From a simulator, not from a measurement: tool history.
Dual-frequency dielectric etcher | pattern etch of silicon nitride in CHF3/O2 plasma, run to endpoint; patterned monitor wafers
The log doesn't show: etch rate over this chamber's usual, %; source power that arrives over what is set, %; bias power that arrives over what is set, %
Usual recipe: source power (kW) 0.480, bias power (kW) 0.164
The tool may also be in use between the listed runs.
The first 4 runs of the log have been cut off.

run,hour,source power (kW),bias power (kW),wafers since the last listed run,hours since the last wet clean,hours since the last source power generator calibration,hours since the last bias power generator calibration,hours since the last upper electrode change,"incoming incoming film thickness, nm",endpoint time (s)
# hour 176.7: wet clean of the chamber
# hour 188.3: bias power generator calibrated
5,201.8,0.510,0.164,275,25.1,3698.8,13.5,2947.3,54.4,39.9
6,237.3,0.510,0.164,331,60.6,3734.3,49.0,2982.8,54.6,40.1
7,276.2,0.480,0.164,363,99.5,3773.2,87.9,3021.7,54.1,41.0
# hour 316.1: upper electrode replaced
8,316.6,0.480,0.164,153,139.9,3813.6,128.3,0.5,54.4,41.7
9,343.9,0.480,0.164,255,167.2,3840.9,155.6,27.8,54.6,41.9
10,381.6,0.480,0.164,352,204.9,3878.6,193.3,65.5,55.4,42.5
11,430.4,0.480,0.164,455,253.7,3927.4,242.1,114.3,54.1,41.4
12,496.3,0.480,0.164,615,319.6,3993.3,308.0,180.2,54.3,41.9
13,564.2,0.410,0.164,634,387.5,4061.2,375.9,248.1,54.7,45.3
# hour 607.5: wet clean of the chamber
14,608.0,0.550,0.145,184,0.5,4105.0,419.7,291.9,54.8,40.5
15,649.4,0.480,0.179,386,41.9,4146.4,461.1,333.3,54.3,39.7
16,732.9,0.480,0.197,780,125.4,4229.9,544.6,416.8,54.1,39.0
17,801.3,0.590,0.199,639,193.8,4298.3,613.0,485.2,54.3,35.5
18,869.2,0.480,0.164,634,261.7,4366.2,680.9,553.1,54.7,41.6
19,918.7,0.480,0.164,462,311.2,4415.7,730.4,602.6,54.4,41.5
20,963.5,0.380,0.164,418,356.0,4460.5,775.2,647.4,53.8,46.4
21,1005.8,0.520,0.137,395,398.3,4502.8,817.5,689.7,55.0,43.3
# hour 1017.7: source power generator calibrated
22,1033.0,0.480,0.203,216,425.5,15.3,844.7,716.9,54.0,38.8
23,1057.7,0.480,0.164,230,450.2,40.0,869.4,741.6,54.5,41.9
# hour 1123.5: wet clean of the chamber
24,1124.0,0.480,0.164,395,0.5,106.3,935.7,807.9,54.0,40.5
25,1177.6,0.520,0.179,500,54.1,159.9,989.3,861.5,54.3,38.4

Run 26 comes next. What will it give?
26,1201.6,0.480,0.195,224,78.1,183.9,1013.3,885.5,54.3,?

endpoint time (s): 38.8
Without the tool's hidden state the same run would have given endpoint time (s) 38.7.
